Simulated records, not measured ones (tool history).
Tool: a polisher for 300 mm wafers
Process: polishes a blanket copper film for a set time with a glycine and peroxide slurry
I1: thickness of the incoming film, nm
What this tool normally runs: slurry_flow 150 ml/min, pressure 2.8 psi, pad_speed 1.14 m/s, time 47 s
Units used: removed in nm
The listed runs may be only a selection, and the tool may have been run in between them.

{"run": 1, "hour": 0.0, "slurry_flow": 150, "pressure": 3.1, "pad_speed": 1.14, "time": 47, "I1": 1792.7, "removed": 330.2}
{"run": 2, "hour": 14.9, "slurry_flow": 150, "pressure": 3.1, "pad_speed": 1.14, "time": 47, "I1": 1816.2, "removed": 324.7}
{"run": 3, "hour": 34.2, "slurry_flow": 150, "pressure": 3.1, "pad_speed": 1.14, "time": 47, "I1": 1832.0, "removed": 338.5}
{"run": 4, "hour": 65.8, "slurry_flow": 150, "pressure": 2.8, "pad_speed": 1.14, "time": 47, "I1": 1772.8, "removed": 306.2}
{"hour": 79.8, "done": "slurry nozzle cleaned"}
{"run": 5, "hour": 91.0, "slurry_flow": 150, "pressure": 2.8, "pad_speed": 1.14, "time": 47, "I1": 1768.9, "removed": 309.1}
{"run": 6, "hour": 105.1, "slurry_flow": 150, "pressure": 2.8, "pad_speed": 1.14, "time": 47, "I1": 1789.9, "removed": 307.5}
{"run": 7, "hour": 135.6, "slurry_flow": 150, "pressure": 3.2, "pad_speed": 1.14, "time": 47, "I1": 1834.4, "removed": 341.8}
{"hour": 142.0, "done": "worn pad replaced by a new one"}
{"run": 8, "hour": 218.7, "slurry_flow": 150, "pressure": 2.8, "pad_speed": 1.14, "time": 47, "I1": 1786.6, "removed": 302.1}
{"run": 9, "hour": 248.3, "slurry_flow": 150, "pressure": 2.8, "pad_speed": 1.14, "time": 47, "I1": 1795.7, "removed": 298.8}
{"run": 10, "hour": 272.7, "slurry_flow": 120, "pressure": 2.8, "pad_speed": 1.14, "time": 54, "I1": 1802.2, "removed": 335.9}
{"run": 11, "hour": 299.7, "slurry_flow": 150, "pressure": 2.8, "pad_speed": 1.14, "time": 47, "I1": 1808.5, "removed": 308.2}
{"run": 12, "hour": 320.3, "slurry_flow": 175, "pressure": 2.8, "pad_speed": 1.14, "time": 47, "I1": 1793.8, "removed": 305.1}
{"hour": 330.5, "done": "worn pad replaced by a new one"}
{"run": 13, "hour": 351.6, "slurry_flow": 175, "pressure": 2.8, "pad_speed": 1.14, "time": 47, "I1": 1831.6, "removed": 313.7}
{"run": 14, "hour": 386.8, "slurry_flow": 150, "pressure": 2.8, "pad_speed": 1.14, "time": 47, "I1": 1779.5, "removed": 304.7}
{"hour": 397.9, "done": "head pressure recalibrated"}
{"run": 15, "hour": 410.2, "slurry_flow": 150, "pressure": 2.8, "pad_speed": 1.14, "time": 47, "I1": 1806.0, "removed": 305.5}
{"hour": 442.8, "done": "slurry nozzle cleaned"}
{"run": 16, "hour": 444.6, "slurry_flow": 150, "pressure": 2.8, "pad_speed": 1.14, "time": 47, "I1": 1771.4, "removed": 304.6}
{"run": 17, "hour": 479.3, "slurry_flow": 150, "pressure": 2.8, "pad_speed": 1.14, "time": 47, "I1": 1818.8, "removed": 300.5}
{"hour": 512.7, "done": "worn pad replaced by a new one"}
{"run": 18, "hour": 513.4, "slurry_flow": 135, "pressure": 2.8, "pad_speed": 1.34, "time": 39, "I1": 1815.7, "removed": 270.3}
{"run": 19, "hour": 537.5, "slurry_flow": 150, "pressure": 2.8, "pad_speed": 0.74, "time": 47, "I1": 1812.9, "removed": 238.2}
{"run": 20, "hour": 563.9, "slurry_flow": 120, "pressure": 2.8, "pad_speed": 1.14, "time": 62, "I1": 1798.8, "removed": 384.2}
{"run": 21, "hour": 580.0, "slurry_flow": 150, "pressure": 2.8, "pad_speed": 1.14, "time": 47, "I1": 1775.5, "removed": 301.0}
{"run": 22, "hour": 660.9, "slurry_flow": 190, "pressure": 3.7, "pad_speed": 1.14, "time": 33, "I1": 1809.3, "removed": 277.2}
{"run": 23, "hour": 691.9, "slurry_flow": 150, "pressure": 2.8, "pad_speed": 0.9, "time": 47, "I1": 1804.6, "removed": 263.7}
{"hour": 706.0, "done": "worn pad replaced by a new one"}
{"run": 24, "hour": 710.7, "slurry_flow": 150, "pressure": 2.8, "pad_speed": 1.32, "time": 47, "I1": 1817.3, "removed": 334.8}
{"run": 25, "hour": 743.5, "slurry_flow": 120, "pressure": 3.7, "pad_speed": 1.5, "time": 61, "I1": 1769.5, "removed": 573.3}
{"run": 26, "hour": 757.7, "slurry_flow": 150, "pressure": 2.8, "pad_speed": 1.14, "time": 47, "I1": 1790.9, "removed": 302.6}
{"run": 27, "hour": 782.6, "slurry_flow": 150, "pressure": 2.8, "pad_speed": 1.14, "time": 47, "I1": 1806.9, "removed": 305.5}
{"run": 28, "hour": 820.3, "slurry_flow": 150, "pressure": 2.8, "pad_speed": 1.14, "time": 47, "I1": 1817.8, "removed": 301.5}
{"hour": 833.9, "done": "slurry nozzle cleaned"}
{"run": 29, "hour": 851.7, "slurry_flow": 150, "pressure": 1.9, "pad_speed": 1.0, "time": 47, "I1": 1793.7, "removed": 203.2}
{"hour": 867.2, "done": "worn pad replaced by a new one"}
{"run": 30, "hour": 868.5, "slurry_flow": 150, "pressure": 3.1, "pad_speed": 1.14, "time": 47, "I1": 1801.6, "removed": 335.1}
{"run": 31, "hour": 880.7, "slurry_flow": 110, "pressure": 3.8, "pad_speed": 1.36, "time": 41, "I1": 1804.9, "removed": 357.5}
{"run": 32, "hour": 900.7, "slurry_flow": 150, "pressure": 2.8, "pad_speed": 1.14, "time": 47, "I1": 1791.3, "removed": 305.5}

Each row is a separate what-if for the run after 32, all from the same tool condition, not one after another. Results?
{"run": "A", "hour": 901.1, "slurry_flow": 150, "pressure": 2.8, "pad_speed": 1.14, "time": 52, "I1": 1835.6, "removed": "?"}
{"run": "B", "hour": 901.1, "slurry_flow": 150, "pressure": 2.8, "pad_speed": 0.86, "time": 55, "I1": 1835.6, "removed": "?"}
{"run": "C", "hour": 901.1, "slurry_flow": 105, "pressure": 1.8, "pad_speed": 0.9, "time": 58, "I1": 1835.6, "removed": "?"}
{"run": "D", "hour": 901.1, "slurry_flow": 100, "pressure": 2.5, "pad_speed": 0.96, "time": 52, "I1": 1835.6, "removed": "?"}
{"run": "E", "hour": 901.1, "slurry_flow": 195, "pressure": 2.2, "pad_speed": 1.28, "time": 47, "I1": 1835.6, "removed": "?"}

run=A removed=340.4
run=B removed=303.3
run=C removed=217.5
run=D removed=258.3
run=E removed=281.6
Without the tool's unlogged condition, the same runs would have read:
run=A removed=340.4
run=B removed=303.3
run=C removed=217.5
run=D removed=258.3
run=E removed=281.6
